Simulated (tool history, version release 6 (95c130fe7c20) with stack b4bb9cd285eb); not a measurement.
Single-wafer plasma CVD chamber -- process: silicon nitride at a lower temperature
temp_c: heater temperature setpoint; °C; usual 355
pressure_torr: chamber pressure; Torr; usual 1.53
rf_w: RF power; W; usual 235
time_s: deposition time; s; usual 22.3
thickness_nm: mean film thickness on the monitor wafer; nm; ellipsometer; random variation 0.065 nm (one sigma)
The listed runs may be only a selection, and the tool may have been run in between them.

| run | hour | temp_c | pressure_torr | rf_w | time_s | read-back reference wafer on the same gauge, thickness_nm | thickness_nm |
|---|---|---|---|---|---|---|---|
| 1 | 0 | 347 | 1.53 | 225 | 22.3 | 26.296 | 23.551 |
| 2 | 57.4 | 355 | 1.53 | 235 | 22.3 | 26.3 | 24.581 |
| 3 | 86 | 355 | 1.53 | 235 | 22.3 | 26.304 | 24.603 |
| 4 | 157.8 | 355 | 1.53 | 235 | 22.3 | 26.303 | 24.607 |
| 5 | 204.4 | 355 | 1.53 | 235 | 22.3 | 26.3 | 24.51 |
| 6 | 257.1 | 355 | 1.53 | 235 | 22.3 | 26.279 | 24.692 |
| 7 | 317.6 | 355 | 1.53 | 235 | 22.3 | 26.302 | 24.607 |
|  | 377 | capacitance manometer re-zeroed and calibrated |
| 8 | 377.5 | 355 | 1.53 | 235 | 22.3 | 26.311 | 24.158 |
| 9 | 400.8 | 355 | 1.53 | 270 | 22.3 | 26.292 | 27.306 |
|  | 454.3 | thermocouple changed; heater temperature recalibrated |
| 10 | 466.7 | 355 | 1.53 | 270 | 22.3 | 26.311 | 27.584 |
| 11 | 534.8 | 355 | 1.53 | 270 | 22.3 | 26.288 | 27.466 |
| 12 | 576.3 | 366 | 1.53 | 235 | 22.3 | 26.312 | 24.166 |
| 13 | 632.2 | 366 | 1.53 | 235 | 22.3 | 26.284 | 24.034 |
| 14 | 664.3 | 362 | 1.53 | 235 | 22.3 | 26.304 | 24.252 |
| 15 | 690.1 | 347 | 1.43 | 210 | 21.1 | 26.293 | 20.177 |
| 16 | 752.5 | 348 | 1.72 | 265 | 20.5 | 26.31 | 25.78 |
| 17 | 779.6 | 349 | 1.65 | 250 | 19.7 | 26.284 | 23.178 |
|  | 838.6 | RF generator calibrated |
| 18 | 839.1 | 355 | 1.68 | 250 | 22.3 | 26.3 | 26.336 |
| 19 | 864.2 | 355 | 1.53 | 235 | 22.3 | 26.288 | 24.343 |
|  | 934.7 | gauge calibrated |
|  | 942.1 | showerhead replaced, of another model than before |
| 20 | 1007.7 | 355 | 1.34 | 210 | 22.3 | 26.306 | 21.444 |
| 21 | 1064.5 | 355 | 1.77 | 235 | 22.3 | 26.302 | 25.568 |
| 22 | 1098.4 | 355 | 1.53 | 235 | 22.3 | 26.304 | 24.46 |
| 23 | 1194.6 | 355 | 1.42 | 220 | 25.6 | 26.318 | 26.226 |
| 24 | 1228.4 | 355 | 1.68 | 250 | 22.3 | 26.31 | 26.415 |
| 25 | 1291.7 | 367 | 1.69 | 190 | 19.1 | 26.291 | 18.344 |
| 26 | 1348.9 | 355 | 1.2 | 280 | 22.3 | 26.292 | 25.729 |
| 27 | 1406.8 | 355 | 1.53 | 235 | 22.3 | 26.3 | 24.546 |
| 28 | 1458.4 | 355 | 1.24 | 235 | 22.3 | 26.304 | 23.166 |
| 29 | 1505.6 | 355 | 1.27 | 235 | 20.2 | 26.288 | 20.968 |

Forecast each of these 3 alternatives for the next run:
| A | 1506 | 355 | 1.53 | 235 | 22.3 | ? | ? |
| B | 1506 | 351 | 1.76 | 235 | 26.1 | ? | ? |
| C | 1506 | 355 | 1.53 | 280 | 24.3 | ? | ? |

| run | read-back reference wafer on the same gauge, thickness_nm | thickness_nm |
|---|---|---|
| A | 26.301 | 24.523 |
| B | 26.301 | 29.954 |
| C | 26.301 | 30.27 |
Without the tool's unlogged condition, the same runs would have read:
| run | thickness_nm |
|---|---|
| A | 24.112 |
| B | 29.465 |
| C | 29.763 |
